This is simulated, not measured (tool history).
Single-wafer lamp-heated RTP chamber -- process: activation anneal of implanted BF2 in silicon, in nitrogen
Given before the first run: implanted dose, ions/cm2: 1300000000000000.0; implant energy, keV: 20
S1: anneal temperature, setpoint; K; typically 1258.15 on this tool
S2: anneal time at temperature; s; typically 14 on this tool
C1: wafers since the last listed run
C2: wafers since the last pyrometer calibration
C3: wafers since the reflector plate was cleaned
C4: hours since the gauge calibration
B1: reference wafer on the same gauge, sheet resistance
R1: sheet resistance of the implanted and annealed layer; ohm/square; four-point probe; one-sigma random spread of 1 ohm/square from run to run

{"run": 1, "hour": 0.0, "S1": 1258.15, "S2": 19, "C1": 0, "C2": 6268, "C3": 6268, "C4": 691.6, "B1": 212.14, "R1": 201.59}
{"hour": 63.1, "done": "pyrometer window cleaned and pyrometer calibrated"}
{"run": 2, "hour": 64.4, "S1": 1258.15, "S2": 19, "C1": 706, "C2": 16, "C3": 6974, "C4": 756, "B1": 212.08, "R1": 202.49}
{"hour": 344.8, "done": "reflector plate cleaned"}
{"run": 3, "hour": 357.3, "S1": 1258.15, "S2": 14, "C1": 3567, "C2": 3584, "C3": 156, "C4": 1048.9, "B1": 211.8, "R1": 212.79}
{"run": 4, "hour": 395.3, "S1": 1258.15, "S2": 14, "C1": 475, "C2": 4060, "C3": 632, "C4": 1086.9, "B1": 212.17, "R1": 212.76}
{"run": 5, "hour": 473.4, "S1": 1258.15, "S2": 14, "C1": 977, "C2": 5037, "C3": 1610, "C4": 1165, "B1": 211.83, "R1": 214.13}
{"hour": 558.6, "done": "gauge calibrated"}
{"hour": 560.3, "done": "pyrometer window cleaned and pyrometer calibrated"}
{"run": 6, "hour": 560.8, "S1": 1258.15, "S2": 14, "C1": 994, "C2": 6, "C3": 2604, "C4": 2.2, "B1": 212.4, "R1": 212.38}
{"run": 7, "hour": 634.3, "S1": 1258.15, "S2": 14, "C1": 920, "C2": 926, "C3": 3524, "C4": 75.7, "B1": 211.9, "R1": 210.39}
{"run": 8, "hour": 723.4, "S1": 1258.15, "S2": 14, "C1": 1115, "C2": 2042, "C3": 4640, "C4": 164.8, "B1": 212.11, "R1": 211.37}
{"run": 9, "hour": 834.2, "S1": 1265.15, "S2": 14, "C1": 1387, "C2": 3429, "C3": 6027, "C4": 275.6, "B1": 211.88, "R1": 199.2}
{"run": 10, "hour": 931.8, "S1": 1258.15, "S2": 14, "C1": 1222, "C2": 4651, "C3": 7249, "C4": 373.2, "B1": 211.98, "R1": 209.77}
{"hour": 1004.0, "done": "pyrometer window cleaned and pyrometer calibrated"}
{"run": 11, "hour": 1015.3, "S1": 1234.15, "S2": 10, "C1": 945, "C2": 141, "C3": 8195, "C4": 456.7, "B1": 212.04, "R1": 255.6}
{"run": 12, "hour": 1059.4, "S1": 1258.15, "S2": 14, "C1": 552, "C2": 693, "C3": 8747, "C4": 500.8, "B1": 212.16, "R1": 210.91}
{"run": 13, "hour": 1181.6, "S1": 1284.15, "S2": 19, "C1": 1530, "C2": 2223, "C3": 10277, "C4": 623, "B1": 212.01, "R1": 163.89}
{"run": 14, "hour": 1226.0, "S1": 1258.15, "S2": 8, "C1": 555, "C2": 2779, "C3": 10833, "C4": 667.4, "B1": 211.94, "R1": 221.99}
{"hour": 1264.4, "done": "reflector plate cleaned"}
{"run": 15, "hour": 1329.8, "S1": 1258.15, "S2": 8, "C1": 1199, "C2": 3979, "C3": 818, "C4": 771.2, "B1": 212.19, "R1": 226.63}
{"run": 16, "hour": 1417.1, "S1": 1288.15, "S2": 11, "C1": 1093, "C2": 5072, "C3": 1912, "C4": 858.5, "B1": 212.01, "R1": 176.68}
{"hour": 1465.7, "done": "pyrometer window cleaned and pyrometer calibrated"}
{"run": 17, "hour": 1507.5, "S1": 1267.15, "S2": 18, "C1": 1031, "C2": 523, "C3": 2943, "C4": 948.9, "B1": 211.98, "R1": 191.7}
{"run": 18, "hour": 1714.6, "S1": 1282.15, "S2": 7, "C1": 2593, "C2": 3116, "C3": 5537, "C4": 1156, "B1": 212.05, "R1": 194.59}

Each row is a separate what-if for the run after 18, all from the same tool condition, not one after another. Results?
{"run": "A", "hour": 1715.0, "S1": 1250.15, "S2": 14, "C1": 5, "C2": 3121, "C3": 5542, "C4": 1156.4, "B1": "?", "R1": "?"}
{"run": "B", "hour": 1715.0, "S1": 1276.15, "S2": 14, "C1": 5, "C2": 3121, "C3": 5542, "C4": 1156.4, "B1": "?", "R1": "?"}
{"run": "C", "hour": 1715.0, "S1": 1281.15, "S2": 14, "C1": 5, "C2": 3121, "C3": 5542, "C4": 1156.4, "B1": "?", "R1": "?"}

run=A B1=212.31 R1=222.91
run=B B1=212.31 R1=183.82
run=C B1=212.31 R1=177.14
With the hidden condition removed and each run's random variation left untouched, the same runs would have given:
run=A R1=226.79
run=B R1=187.13
run=C R1=180.29
